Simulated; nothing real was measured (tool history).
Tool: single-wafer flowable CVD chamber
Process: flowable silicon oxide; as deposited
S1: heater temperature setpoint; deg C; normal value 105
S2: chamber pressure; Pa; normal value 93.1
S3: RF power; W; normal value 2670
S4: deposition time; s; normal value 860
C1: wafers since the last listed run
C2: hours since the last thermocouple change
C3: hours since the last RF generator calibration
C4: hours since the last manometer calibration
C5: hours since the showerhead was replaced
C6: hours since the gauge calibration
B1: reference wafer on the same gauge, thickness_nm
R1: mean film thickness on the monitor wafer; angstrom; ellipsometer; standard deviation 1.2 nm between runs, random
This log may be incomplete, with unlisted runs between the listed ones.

Run 1, hour 0.0: usual settings but S1 112 deg C; C1 0; C2 77.1; C3 14.9; C4 1573.9; C5 5547.7; C6 363.2; B1 310.064. Result: R1 2687.23 angstrom.
Run 2, hour 8.1: usual settings but S1 112 deg C; C1 17; C2 85.2; C3 23.0; C4 1582.0; C5 5555.8; C6 371.3; B1 310.362. Result: R1 2674.73 angstrom.
At hour 27.4: thermocouple changed; heater temperature recalibrated, repeated, since the last time left the tool worse.
Run 3, hour 30.9: usual settings; C1 32; C2 3.5; C3 45.8; C4 1604.8; C5 5578.6; C6 394.1; B1 310.065. Result: R1 3775.61 angstrom.
Run 4, hour 47.9: usual settings but S1 96 deg C; C1 37; C2 20.5; C3 62.8; C4 1621.8; C5 5595.6; C6 411.1; B1 310.323. Result: R1 4934.53 angstrom.
Run 5, hour 62.4: usual settings but S2 82.1 Pa, S3 2520 W, S4 735 s; C1 32; C2 35.0; C3 77.3; C4 1636.3; C5 5610.1; C6 425.6; B1 309.941. Result: R1 2808.73 angstrom.
Run 6, hour 76.9: usual settings but S2 72.9 Pa, S3 2285 W, S4 693 s; C1 32; C2 49.5; C3 91.8; C4 1650.8; C5 5624.6; C6 440.1; B1 310.125. Result: R1 2325.47 angstrom.
Run 7, hour 84.3: usual settings but S4 954 s; C1 16; C2 56.9; C3 99.2; C4 1658.2; C5 5632.0; C6 447.5; B1 309.992. Result: R1 4157.02 angstrom.
Run 8, hour 92.6: usual settings but S1 95 deg C, S2 108.9 Pa, S3 2290 W, S4 1001 s; C1 18; C2 65.2; C3 107.5; C4 1666.5; C5 5640.3; C6 455.8; B1 310.063. Result: R1 6699.86 angstrom.
Run 9, hour 107.5: usual settings but S3 2985 W; C1 32; C2 80.1; C3 122.4; C4 1681.4; C5 5655.2; C6 470.7; B1 310.127. Result: R1 3788.44 angstrom.
Run 10, hour 120.1: usual settings but S1 120 deg C, S2 81.3 Pa, S3 2250 W, S4 961 s; C1 27; C2 92.7; C3 135.0; C4 1694.0; C5 5667.8; C6 483.3; B1 309.721. Result: R1 2350.14 angstrom.
Run 11, hour 130.8: usual settings but S1 118 deg C, S3 2285 W; C1 23; C2 103.4; C3 145.7; C4 1704.7; C5 5678.5; C6 494.0; B1 309.912. Result: R1 2539.10 angstrom.
At hour 132.0: gauge calibrated.
Run 12, hour 141.1: usual settings but S2 77.7 Pa, S4 701 s; C1 22; C2 113.7; C3 156.0; C4 1715.0; C5 5688.8; C6 9.1; B1 309.905. Result: R1 2552.40 angstrom.
Run 13, hour 153.2: usual settings but S2 78.3 Pa; C1 26; C2 125.8; C3 168.1; C4 1727.1; C5 5700.9; C6 21.2; B1 309.747. Result: R1 3161.36 angstrom.
Run 14, hour 164.9: usual settings; C1 25; C2 137.5; C3 179.8; C4 1738.8; C5 5712.6; C6 32.9; B1 309.813. Result: R1 3722.08 angstrom.
Run 15, hour 177.0: usual settings but S4 1000 s; C1 26; C2 149.6; C3 191.9; C4 1750.9; C5 5724.7; C6 45.0; B1 309.698. Result: R1 4339.96 angstrom.
Run 16, hour 187.5: usual settings; C1 23; C2 160.1; C3 202.4; C4 1761.4; C5 5735.2; C6 55.5; B1 309.917. Result: R1 3729.89 angstrom.
At hour 204.9: capacitance manometer re-zeroed and calibrated.
Run 17, hour 205.4: usual settings but S3 2990 W, S4 996 s; C1 21; C2 178.0; C3 220.3; C4 0.5; C5 5753.1; C6 73.4; B1 310.203. Result: R1 4319.08 angstrom.
At hour 217.4: showerhead replaced.
Run 18, hour 217.9: usual settings but S1 93 deg C, S2 102.1 Pa; C1 9; C2 190.5; C3 232.8; C4 13.0; C5 0.5; C6 85.9; B1 309.929. Result: R1 5789.66 angstrom.
Run 19, hour 218.4: usual settings but S3 2240 W, S4 918 s; C1 1; C2 191.0; C3 233.3; C4 13.5; C5 1.0; C6 86.4; B1 309.995. Result: R1 3825.47 angstrom.
Run 20, hour 234.4: usual settings; C1 35; C2 207.0; C3 249.3; C4 29.5; C5 17.0; C6 102.4; B1 309.897. Result: R1 3695.72 angstrom.
Run 21, hour 256.3: usual settings; C1 48; C2 228.9; C3 271.2; C4 51.4; C5 38.9; C6 124.3; B1 309.843. Result: R1 3704.63 angstrom.
Run 22, hour 298.4: usual settings but S1 93 deg C, S2 71.6 Pa; C1 92; C2 271.0; C3 313.3; C4 93.5; C5 81.0; C6 166.4; B1 309.468. Result: R1 4062.15 angstrom.
Run 23, hour 311.2: usual settings but S1 100 deg C, S2 108.3 Pa, S3 3140 W; C1 28; C2 283.8; C3 326.1; C4 106.3; C5 93.8; C6 179.2; B1 309.849. Result: R1 5008.65 angstrom.
Run 24, hour 326.3: usual settings but S1 96 deg C, S2 77.5 Pa, S3 2425 W, S4 1007 s; C1 33; C2 298.9; C3 341.2; C4 121.4; C5 108.9; C6 194.3; B1 309.889. Result: R1 4631.57 angstrom.
Run 25, hour 334.6: usual settings; C1 18; C2 307.2; C3 349.5; C4 129.7; C5 117.2; C6 202.6; B1 309.822. Result: R1 3677.23 angstrom.

The next listed run, before its measurement:
Run 26, hour 350.5: usual settings but S1 93 deg C, S3 3105 W; C1 35; C2 323.1; C3 365.4; C4 145.6; C5 133.1; C6 218.5; B1 ?. Result: R1 ?.

Run 26 gave B1 310.110, R1 5323.61 angstrom.
Minus the tool's unlogged condition, the same run would have read R1 5528.76 angstrom.

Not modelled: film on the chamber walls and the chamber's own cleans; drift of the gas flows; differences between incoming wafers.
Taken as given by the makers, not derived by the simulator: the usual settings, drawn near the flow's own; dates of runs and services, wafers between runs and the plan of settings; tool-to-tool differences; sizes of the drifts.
